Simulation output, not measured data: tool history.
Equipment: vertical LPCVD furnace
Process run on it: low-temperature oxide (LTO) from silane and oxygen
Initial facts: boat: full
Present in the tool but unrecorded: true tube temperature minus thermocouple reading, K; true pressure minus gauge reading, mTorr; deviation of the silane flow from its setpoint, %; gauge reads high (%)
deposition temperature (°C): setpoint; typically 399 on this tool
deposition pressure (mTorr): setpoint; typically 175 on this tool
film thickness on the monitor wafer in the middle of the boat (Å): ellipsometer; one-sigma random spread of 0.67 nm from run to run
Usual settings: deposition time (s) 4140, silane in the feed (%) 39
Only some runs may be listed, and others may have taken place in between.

run	day	deposition temperature (°C)	deposition pressure (mTorr)	deposition time (s)	silane in the feed (%)	wafers since the last listed run	hours since the last temperature calibration	hours since the pressure gauge was zeroed	hours since the silane flow controller was replaced	hours since the gauge calibration	read-back reference wafer on the same gauge, thickness	film thickness on the monitor wafer in the middle of the boat (Å)
1	0	408	175	4140	42	0	4274.8	3705.6	5539.2	7.6	442.99	5344.3
2	0.438	399	175	5220	39	131	4285.3	3716.1	5549.7	18.1	443.11	5600.6
3	0.846	399	175	5220	39	123	4295.1	3725.9	5559.5	27.9	443.13	5617.2
4	1.425	404	175	4140	39	174	4309	3739.8	5573.4	41.8	443.03	4701.4
5	2.058	404	175	4140	39	191	4324.2	3755	5588.6	57	442.97	4708.7
6	2.558	404	175	4140	39	150	4336.2	3767	5600.6	69	443	4699.1
7	2.975	399	175	4140	39	125	4346.2	3777	5610.6	79	443.07	4442.4
8	3.575	399	175	4140	39	181	4360.6	3791.4	5625	93.4	442.94	4440.4
# day 5.142: silane flow controller replaced
9	5.162	399	175	4140	39	177	4398.7	3829.5	0.5	131.5	442.91	4450.3
10	5.333	399	175	4650	39	51	4402.8	3833.6	4.6	135.6	442.95	4997.3
11	5.504	399	160	4140	33	51	4406.9	3837.7	8.7	139.7	442.97	3274.9
# day 6.942: thermocouples replaced and temperature profile calibrated
# day 7.917: pressure gauge zeroed
12	7.938	399	175	5340	39	138	23.9	0.5	67.1	198.1	443.21	5745.4
13	8.108	394	135	3120	36	51	28	4.6	71.2	202.2	443	2208.6
14	8.279	407	195	3060	46	51	32.1	8.7	75.3	206.3	443.19	4788.9
# day 8.438: gauge calibrated
15	9.333	399	175	4140	39	318	57.4	34	100.6	21.5	442.83	4449.9
16	9.788	399	215	4860	34	137	68.3	44.9	111.5	32.4	443.09	5371.1
17	10.279	407	175	3120	39	148	80.1	56.7	123.3	44.2	442.91	3655.5
18	10.683	393	175	2520	42	121	89.8	66.4	133	53.9	443.1	2770.8
19	10.979	399	175	4140	39	89	96.9	73.5	140.1	61	442.81	4452.4
20	11.575	399	175	4140	39	179	111.2	87.8	154.4	75.3	443.13	4446.2

List, for all runs, the conditions of the tool that the log does not record:
true tube temperature minus thermocouple reading, K: 0, the same for each run
true pressure minus gauge reading, mTorr: 0, the same for each run
deviation of the silane flow from its setpoint, %: 0, the same for each run
gauge reads high (%): 0, the same for each run
